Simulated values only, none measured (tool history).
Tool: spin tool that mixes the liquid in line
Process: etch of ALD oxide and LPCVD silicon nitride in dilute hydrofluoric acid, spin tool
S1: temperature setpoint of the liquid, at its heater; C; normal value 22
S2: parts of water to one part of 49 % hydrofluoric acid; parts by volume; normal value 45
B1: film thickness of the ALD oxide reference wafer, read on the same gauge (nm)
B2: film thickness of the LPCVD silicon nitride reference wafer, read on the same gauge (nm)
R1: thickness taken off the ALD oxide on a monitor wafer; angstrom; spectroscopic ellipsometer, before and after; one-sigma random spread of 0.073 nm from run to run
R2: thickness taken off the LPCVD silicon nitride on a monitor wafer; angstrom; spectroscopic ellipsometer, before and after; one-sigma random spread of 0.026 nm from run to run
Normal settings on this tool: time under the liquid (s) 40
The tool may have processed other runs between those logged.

{"run": 1, "day": 0.0, "S1": 22, "S2": 45, "time under the liquid (s)": 40, "B1": 69.98, "B2": 80.033, "R1": 116.1, "R2": 4.45}
{"run": 2, "day": 2.421, "S1": 22, "S2": 45, "time under the liquid (s)": 40, "B1": 70, "B2": 80.003, "R1": 117.1, "R2": 4.62}
{"run": 3, "day": 4.233, "S1": 22, "S2": 45, "time under the liquid (s)": 40, "B1": 69.99, "B2": 79.973, "R1": 117.9, "R2": 4.3}
{"run": 4, "day": 5.579, "S1": 25.5, "S2": 45, "time under the liquid (s)": 60, "B1": 69.99, "B2": 80.007, "R1": 204.4, "R2": 7.52}
{"run": 5, "day": 8.542, "S1": 26.5, "S2": 45, "time under the liquid (s)": 40, "B1": 70, "B2": 80.001, "R1": 140.3, "R2": 5.75}
{"day": 9.933, "done": "hydrofluoric acid flow meter replaced"}
{"run": 6, "day": 10.958, "S1": 22, "S2": 55, "time under the liquid (s)": 40, "B1": 70, "B2": 80.051, "R1": 95.9, "R2": 3.53}
{"run": 7, "day": 13.192, "S1": 25, "S2": 55, "time under the liquid (s)": 25, "B1": 70, "B2": 79.977, "R1": 68.2, "R2": 2.73}
{"run": 8, "day": 16.021, "S1": 22, "S2": 45, "time under the liquid (s)": 40, "B1": 70.01, "B2": 80.043, "R1": 119.8, "R2": 3.74}
{"day": 17.888, "done": "thermometer replaced"}
{"run": 9, "day": 18.938, "S1": 20, "S2": 45, "time under the liquid (s)": 40, "B1": 70, "B2": 79.989, "R1": 103, "R2": 3.84}
{"run": 10, "day": 20.733, "S1": 24, "S2": 40, "time under the liquid (s)": 40, "B1": 70, "B2": 79.981, "R1": 137.7, "R2": 5.07}
{"run": 11, "day": 22.804, "S1": 22, "S2": 35, "time under the liquid (s)": 40, "B1": 70, "B2": 79.989, "R1": 148.8, "R2": 4.85}
{"run": 12, "day": 23.871, "S1": 25.5, "S2": 45, "time under the liquid (s)": 40, "B1": 69.99, "B2": 79.968, "R1": 132, "R2": 4.94}
{"run": 13, "day": 25.825, "S1": 19.5, "S2": 50, "time under the liquid (s)": 55, "B1": 70, "B2": 80.001, "R1": 126.6, "R2": 4.42}
{"run": 14, "day": 26.862, "S1": 22, "S2": 25, "time under the liquid (s)": 60, "B1": 69.99, "B2": 80.012, "R1": 318.2, "R2": 10.4}

The next listed run, before its measurement:
{"run": 15, "day": 28.938, "S1": 22, "S2": 40, "time under the liquid (s)": 40, "B1": "?", "B2": "?", "R1": "?", "R2": "?"}

B1: 70.02
B2: 80.013
R1: 131 angstrom
R2: 4.62 angstrom
With the hidden condition absent and the run-to-run variation left alone, this run would have shown R1 127.6 angstrom, R2 4.43 angstrom.
